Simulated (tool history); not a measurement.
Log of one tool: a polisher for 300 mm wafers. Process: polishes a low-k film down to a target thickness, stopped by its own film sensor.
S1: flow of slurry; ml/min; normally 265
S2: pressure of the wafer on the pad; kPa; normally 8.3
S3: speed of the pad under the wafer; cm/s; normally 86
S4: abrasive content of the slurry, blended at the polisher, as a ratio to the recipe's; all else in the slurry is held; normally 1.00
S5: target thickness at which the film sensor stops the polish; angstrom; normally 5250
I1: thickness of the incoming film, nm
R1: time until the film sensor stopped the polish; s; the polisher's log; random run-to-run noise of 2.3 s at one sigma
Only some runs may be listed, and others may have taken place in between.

run,hour,S1,S2,S3,S4,S5,I1,R1
1,0.0,315,8.3,86,1.00,5250,562.9,211.0
2,30.5,315,8.3,86,1.00,5250,564.5,220.3
3,65.9,265,8.3,86,1.00,5250,564.5,227.7
4,84.8,265,8.3,86,1.00,5250,562.3,206.9
5,114.1,265,8.3,86,1.00,5250,567.1,242.7
6,146.6,265,8.3,86,1.00,5250,564.2,221.4
7,163.3,265,8.3,86,1.00,5250,558.6,191.1
8,188.5,265,8.3,86,1.00,5250,568.1,244.9
9,209.2,210,8.3,68,1.00,5250,569.9,306.8
10,227.2,215,5.5,94,1.00,5250,560.9,262.6
11,262.3,225,8.3,86,0.70,5250,555.0,209.5
12,275.5,265,8.3,86,0.80,5250,558.5,208.4
13,293.3,185,6.9,86,0.70,5330,566.3,270.7
14,312.0,265,8.3,86,1.00,5250,555.0,169.9
15,328.8,265,8.3,64,1.00,5250,555.9,220.1
16,366.1,240,10.3,86,1.30,5210,562.1,170.3
17,386.2,265,8.3,86,1.00,5250,550.9,141.9
18,408.6,215,6.9,86,0.80,5250,551.7,202.2
19,442.5,265,8.3,86,1.10,5250,567.1,226.8
20,472.1,265,8.3,86,1.00,5250,548.2,130.6
21,517.1,185,6.9,86,0.70,5330,567.6,284.8
22,532.2,265,8.3,86,1.00,5150,560.6,256.8
23,567.6,215,8.3,102,1.00,5250,561.4,183.3
24,601.1,225,9.0,86,1.20,5250,556.0,152.3
25,626.5,295,6.9,112,0.85,5250,567.2,240.1

Removed from this log: 12 entries logged between the listed runs. Between which two listed runs does each belong, and how does the tool's hidden state at the listed run before it compare with that at the listed run after it?
Between runs 2 and 3: conditioning disc replaced and pad reconditioned (hour 39.9); worn pad replaced by a new one (hour 56.4); slurry blender recalibrated (hour 58.8)
  no difference in the tool's unlogged condition between these two runs
Between runs 8 and 9: worn pad replaced by a new one (hour 204.5)
  no difference in the tool's unlogged condition between these two runs
Between runs 10 and 11: slurry blender recalibrated (hour 245.7)
  no difference in the tool's unlogged condition between these two runs
Between runs 15 and 16: head pressure recalibrated (hour 365.6)
  no difference in the tool's unlogged condition between these two runs
Between runs 17 and 18: worn pad replaced by a new one (hour 393.8)
  no difference in the tool's unlogged condition between these two runs
Between runs 18 and 19: slurry blender recalibrated (hour 414.6); conditioning disc replaced and pad reconditioned (hour 434.6); slurry nozzle cleaned (hour 439.7)
  no difference in the tool's unlogged condition between these two runs
Between runs 22 and 23: worn pad replaced by a new one (hour 556.8)
  no difference in the tool's unlogged condition between these two runs
Between runs 24 and 25: slurry blender recalibrated (hour 608.9)
  no difference in the tool's unlogged condition between these two runs
